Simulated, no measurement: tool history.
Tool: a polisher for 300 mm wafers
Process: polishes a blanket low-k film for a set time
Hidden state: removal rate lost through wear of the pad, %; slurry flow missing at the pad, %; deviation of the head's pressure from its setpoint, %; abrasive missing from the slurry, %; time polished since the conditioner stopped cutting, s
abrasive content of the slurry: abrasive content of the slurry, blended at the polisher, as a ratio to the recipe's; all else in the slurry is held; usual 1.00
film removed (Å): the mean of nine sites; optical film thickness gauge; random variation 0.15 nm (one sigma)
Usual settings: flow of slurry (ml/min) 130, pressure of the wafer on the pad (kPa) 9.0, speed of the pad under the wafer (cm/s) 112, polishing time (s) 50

run    hour  flow of slurry (ml/min)  pressure of the wafer on the pad (kPa)  speed of the pad under the wafer (cm/s)  abrasive content of the slurry  polishing time (s)  wafers since the last listed run  wafers polished on this pad  hours since the slurry nozzle was cleaned  hours since the head pressure was calibrated  hours since the slurry blender was calibrated  hours since the conditioning disc was replaced  incoming thickness of the incoming film, nm  film removed (Å)
  1     0.0                      130                                     9.0                                      112                            1.00                  50                                 0                          306                                      339.9                                         361.3                                           55.5                                            85.3                                        396.0               144
  2    24.7                      100                                     9.0                                      112                            1.00                  50                               267                          573                                      364.6                                         386.0                                           80.2                                           110.0                                        393.2               132
  3    68.9                      100                                     9.0                                      112                            1.00                  50                               477                         1050                                      408.8                                         430.2                                          124.4                                           154.2                                        394.8               128
  4   136.4                      110                                    10.3                                       88                            1.00                  39                               729                         1780                                      476.3                                         497.7                                          191.9                                           221.7                                        387.5               102
  5   178.4                      130                                     9.0                                      126                            1.00                  37                               454                         2234                                      518.3                                         539.7                                          233.9                                           263.7                                        387.4               108
  6   213.1                      110                                     9.0                                      112                            1.10                  50                               375                         2609                                      553.0                                         574.4                                          268.6                                           298.4                                        389.9               136
  7   256.9                      130                                     9.0                                      112                            0.85                  50                               473                         3083                                      596.8                                         618.2                                          312.4                                           342.2                                        389.1               118
      288.3  -- slurry blender recalibrated
  8   289.8                      130                                     9.0                                      136                            1.00                  50                               334                         3417                                      629.7                                         651.1                                            1.5                                           375.1                                        388.0               144
      291.1  -- slurry nozzle cleaned
      321.9  -- conditioning disc replaced and pad reconditioned
  9   341.4                      130                                     6.9                                      112                            1.00                  65                               525                         3943                                       50.3                                         702.7                                           53.1                                            19.5                                        384.3               160
      353.0  -- worn pad replaced by a new one
 10   367.4                      130                                     9.0                                      112                            1.00                  50                               237                          155                                       76.3                                         728.7                                           79.1                                            45.5                                        396.1               160
 11   436.3                      130                                     9.0                                      112                            1.00                  50                               744                          900                                      145.2                                         797.6                                          148.0                                           114.4                                        391.6               154
 12   465.3                      130                                     9.0                                      112                            0.75                  66                               313                         1214                                      174.2                                         826.6                                          177.0                                           143.4                                        395.2               167
 13   525.2                      130                                     9.0                                      150                            1.00                  50                               647                         1862                                      234.1                                         886.5                                          236.9                                           203.3                                        389.8               174
 14   562.9                      130                                     9.0                                      112                            0.75                  50                               407                         2269                                      271.8                                         924.2                                          274.6                                           241.0                                        391.0               121
 15   593.8                      130                                     9.0                                       98                            1.00                  50                               334                         2603                                      302.7                                         955.1                                          305.5                                           271.9                                        387.5               133
      596.6  -- head pressure recalibrated
 16   636.5                      100                                    11.0                                      112                            0.85                  59                               440                         3043                                      345.4                                          39.9                                          348.2                                           314.6                                        392.5               171
      667.7  -- slurry blender recalibrated
 17   705.1                      130                                     9.0                                      112                            1.00                  50                               720                         3763                                      414.0                                         108.5                                           37.4                                           383.2                                        389.2               134
      721.6  -- conditioning disc replaced and pad reconditioned
 18   761.3                      130                                     5.5                                      112                            1.25                  50                               585                         4349                                      470.2                                         164.7                                           93.6                                            39.7                                        389.9               100
      768.3  -- worn pad replaced by a new one
 19   813.8                      130                                     9.0                                      124                            1.15                  50                               524                          491                                      522.7                                         217.2                                          146.1                                            92.2                                        392.0               167
      833.4  -- slurry nozzle cleaned
 20   853.1                      170                                     9.0                                       90                            1.00                  50                               414                          905                                       19.7                                         256.5                                          185.4                                           131.5                                        392.3               148
 21   892.8                      130                                     9.0                                      126                            1.00                  37                               429                         1335                                       59.4                                         296.2                                          225.1                                           171.2                                        390.7               125
 22   947.5                      130                                     9.0                                      112                            1.00                  67                               591                         1926                                      114.1                                         350.9                                          279.8                                           225.9                                        390.5               205
 23   984.6                      170                                     8.3                                      112                            1.15                  43                               401                         2327                                      151.2                                         388.0                                          316.9                                           263.0                                        388.1               137
 24  1053.0                      130                                     9.0                                      112                            1.00                  50                               739                         3067                                      219.6                                         456.4                                          385.3                                           331.4                                        387.8               144

What the log doesn't show, run by run:
removal rate lost through wear of the pad, %: 0 in every run
deviation of the head's pressure from its setpoint, %: 0 in every run
abrasive missing from the slurry, %: 0 in every run
H1: slurry flow missing at the pad, %
H2: time polished since the conditioner stopped cutting, s
run    H1    H2
  1  39.2  29.3
  2    40  38.8
  3  41.3    62
  4  42.9   112
  5  43.6   153
  6  44.1   191
  7  44.7   247
  8    45   294
  9  9.77  48.8
 10  13.3  52.2
 11  20.8    74
 12  23.3  88.9
 13  27.5   130
 14  29.6   163
 15  31.1   195
 16  32.8   244
 17  34.9   339
 18  36.2  13.1
 19  37.1  26.8
 20  3.99  44.2
 21    10  68.1
 22  16.7   111
 23  20.3   147
 24  25.6   228
